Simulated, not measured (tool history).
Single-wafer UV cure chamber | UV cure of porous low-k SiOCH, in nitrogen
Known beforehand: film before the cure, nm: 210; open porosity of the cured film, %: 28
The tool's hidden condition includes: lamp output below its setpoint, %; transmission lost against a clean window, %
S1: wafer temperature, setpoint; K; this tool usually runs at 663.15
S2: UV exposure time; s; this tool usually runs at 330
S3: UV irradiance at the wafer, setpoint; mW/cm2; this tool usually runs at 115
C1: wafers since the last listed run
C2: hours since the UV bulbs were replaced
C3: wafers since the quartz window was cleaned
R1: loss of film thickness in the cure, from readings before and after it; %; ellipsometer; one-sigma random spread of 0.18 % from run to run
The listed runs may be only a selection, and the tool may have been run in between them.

run,hour,S1,S2,S3,C1,C2,C3,R1
1,0,663.15,380,115,0,2559.6,1781,18.94
2,44.2,663.15,380,115,458,2603.8,2240,18.731
3,71.9,663.15,330,115,287,2631.5,2528,17.874
4,130,663.15,330,115,603,2689.6,3131,18.053
5,191.2,663.15,190,129,635,2750.8,3766,15.401
# hour 225.6: quartz window cleaned
6,260.3,663.15,190,129,634,2819.9,360,14.595
7,298.5,663.15,190,129,396,2858.1,756,14.467
8,353.9,663.15,330,115,575,2913.5,1331,16.642
# hour 402.2: quartz window cleaned, repeated, since the last time left the tool worse
9,411.5,663.15,425,115,514,2971.1,96,19.841
10,445.8,663.15,330,115,356,3005.4,452,17.932
# hour 462.8: UV bulbs replaced
11,471.8,679.15,270,115,186,9,638,17.001
12,517.8,663.15,210,115,477,55,1116,15.507
13,552.1,651.15,510,79,356,89.3,1472,18.133
14,709.4,677.15,475,115,1632,246.6,3105,20.165
15,736.6,663.15,330,89,282,273.8,3387,16.42
# hour 797: quartz window cleaned
16,797.5,663.15,330,115,549,334.7,4,18.534
17,832.9,657.15,405,134,367,370.1,372,19.968

Branching from run 17: 4 alternative next runs. What would each branch give?
A,833.3,663.15,330,115,4,370.5,376,?
B,833.3,663.15,190,78,4,370.5,376,?
C,833.3,646.15,330,115,4,370.5,376,?
D,833.3,655.15,175,144,4,370.5,376,?

run,R1
A,18.208
B,12.911
C,17.805
D,15.666
Had the tool no hidden state, the same runs would have come out as:
run,R1
A,18.384
B,13.074
C,17.981
D,15.836

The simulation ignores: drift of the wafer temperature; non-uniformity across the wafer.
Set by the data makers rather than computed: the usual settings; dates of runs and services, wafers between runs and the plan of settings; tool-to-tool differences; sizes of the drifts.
